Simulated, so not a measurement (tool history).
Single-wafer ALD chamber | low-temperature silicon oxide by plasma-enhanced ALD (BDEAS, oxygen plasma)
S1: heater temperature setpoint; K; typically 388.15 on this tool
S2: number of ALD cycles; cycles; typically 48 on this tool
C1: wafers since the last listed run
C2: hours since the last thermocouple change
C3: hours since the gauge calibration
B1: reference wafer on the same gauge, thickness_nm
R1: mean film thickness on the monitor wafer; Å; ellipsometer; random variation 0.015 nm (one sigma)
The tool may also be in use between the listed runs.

| run | hour | S1 | S2 | C1 | C2 | C3 | B1 | R1 |
|---|---|---|---|---|---|---|---|---|
| 1 | 0 | 388.15 | 48 | 0 | 1169.8 | 395.9 | 5.966 | 60.65 |
| 2 | 8 | 388.15 | 48 | 62 | 1177.8 | 403.9 | 5.96 | 60.72 |
| 3 | 23.8 | 388.15 | 48 | 123 | 1193.6 | 419.7 | 5.959 | 60.5 |
| 4 | 39.2 | 388.15 | 48 | 120 | 1209 | 435.1 | 5.959 | 60.62 |
| 5 | 54.9 | 388.15 | 48 | 122 | 1224.7 | 450.8 | 5.961 | 60.31 |
| 6 | 64.7 | 379.15 | 50 | 76 | 1234.5 | 460.6 | 5.96 | 63.99 |
| 7 | 74.2 | 379.15 | 50 | 74 | 1244 | 470.1 | 5.957 | 63.91 |
| 8 | 91.5 | 388.15 | 48 | 135 | 1261.3 | 487.4 | 5.959 | 60.46 |
| 9 | 99.5 | 388.15 | 48 | 62 | 1269.3 | 495.4 | 5.96 | 60.64 |
| 10 | 112.5 | 388.15 | 48 | 101 | 1282.3 | 508.4 | 5.963 | 60.68 |
| 11 | 119.8 | 388.15 | 48 | 57 | 1289.6 | 515.7 | 5.956 | 60.46 |
| 12 | 130.4 | 388.15 | 48 | 82 | 1300.2 | 526.3 | 5.962 | 60.72 |
| 13 | 145.1 | 388.15 | 48 | 115 | 1314.9 | 541 | 5.961 | 60.65 |
|  | 145.9 | gauge calibrated |
| 14 | 155.3 | 388.15 | 48 | 79 | 1325.1 | 9.4 | 5.96 | 60.67 |
| 15 | 166.3 | 378.15 | 48 | 86 | 1336.1 | 20.4 | 5.963 | 61.37 |
| 16 | 183.4 | 378.15 | 48 | 133 | 1353.2 | 37.5 | 5.958 | 61.46 |
| 17 | 193.8 | 388.15 | 48 | 81 | 1363.6 | 47.9 | 5.96 | 60.36 |
| 18 | 202.2 | 388.15 | 42 | 65 | 1372 | 56.3 | 5.964 | 52.96 |
| 19 | 214.4 | 380.15 | 55 | 95 | 1384.2 | 68.5 | 5.96 | 70.29 |
| 20 | 226.5 | 388.15 | 48 | 94 | 1396.3 | 80.6 | 5.959 | 60.54 |
| 21 | 265.2 | 388.15 | 40 | 303 | 1435 | 119.3 | 5.961 | 50.62 |
|  | 278.4 | thermocouple changed; heater temperature recalibrated |
| 22 | 278.9 | 395.15 | 43 | 44 | 0.5 | 133 | 5.959 | 53.25 |
| 23 | 289.1 | 379.15 | 53 | 79 | 10.7 | 143.2 | 5.958 | 68.08 |
| 24 | 306.1 | 395.15 | 48 | 133 | 27.7 | 160.2 | 5.96 | 59.82 |
| 25 | 321.9 | 388.15 | 48 | 123 | 43.5 | 176 | 5.961 | 60.3 |
| 26 | 329.4 | 399.15 | 41 | 58 | 51 | 183.5 | 5.96 | 50.88 |
| 27 | 344.9 | 388.15 | 48 | 121 | 66.5 | 199 | 5.958 | 60.39 |
| 28 | 352.5 | 393.15 | 51 | 59 | 74.1 | 206.6 | 5.959 | 63.52 |
| 29 | 364.7 | 378.15 | 41 | 95 | 86.3 | 218.8 | 5.961 | 52.41 |
| 30 | 373.7 | 388.15 | 48 | 70 | 95.3 | 227.8 | 5.959 | 60.48 |
| 31 | 381.2 | 378.15 | 51 | 58 | 102.8 | 235.3 | 5.956 | 65.66 |
| 32 | 394.6 | 392.15 | 54 | 104 | 116.2 | 248.7 | 5.961 | 67.33 |
| 33 | 406.5 | 392.15 | 51 | 93 | 128.1 | 260.6 | 5.961 | 64.08 |
| 34 | 416.3 | 396.15 | 48 | 76 | 137.9 | 270.4 | 5.956 | 59.86 |
| 35 | 431 | 383.15 | 52 | 115 | 152.6 | 285.1 | 5.954 | 66.27 |
| 36 | 441.8 | 375.15 | 44 | 84 | 163.4 | 295.9 | 5.962 | 56.61 |

Forecast each of these 4 alternatives for the next run:
| A | 442.3 | 388.15 | 55 | 3 | 163.9 | 296.4 | ? | ? |
| B | 442.3 | 380.15 | 54 | 3 | 163.9 | 296.4 | ? | ? |
| C | 442.3 | 398.15 | 40 | 3 | 163.9 | 296.4 | ? | ? |
| D | 442.3 | 384.15 | 48 | 3 | 163.9 | 296.4 | ? | ? |

| run | B1 | R1 |
|---|---|---|
| A | 5.961 | 69.32 |
| B | 5.961 | 68.95 |
| C | 5.961 | 49.59 |
| D | 5.961 | 60.89 |
The same runs, with their run-to-run variation unchanged, on a tool lacking any hidden condition would have given:
| run | R1 |
|---|---|
| A | 69.32 |
| B | 68.95 |
| C | 49.59 |
| D | 60.89 |
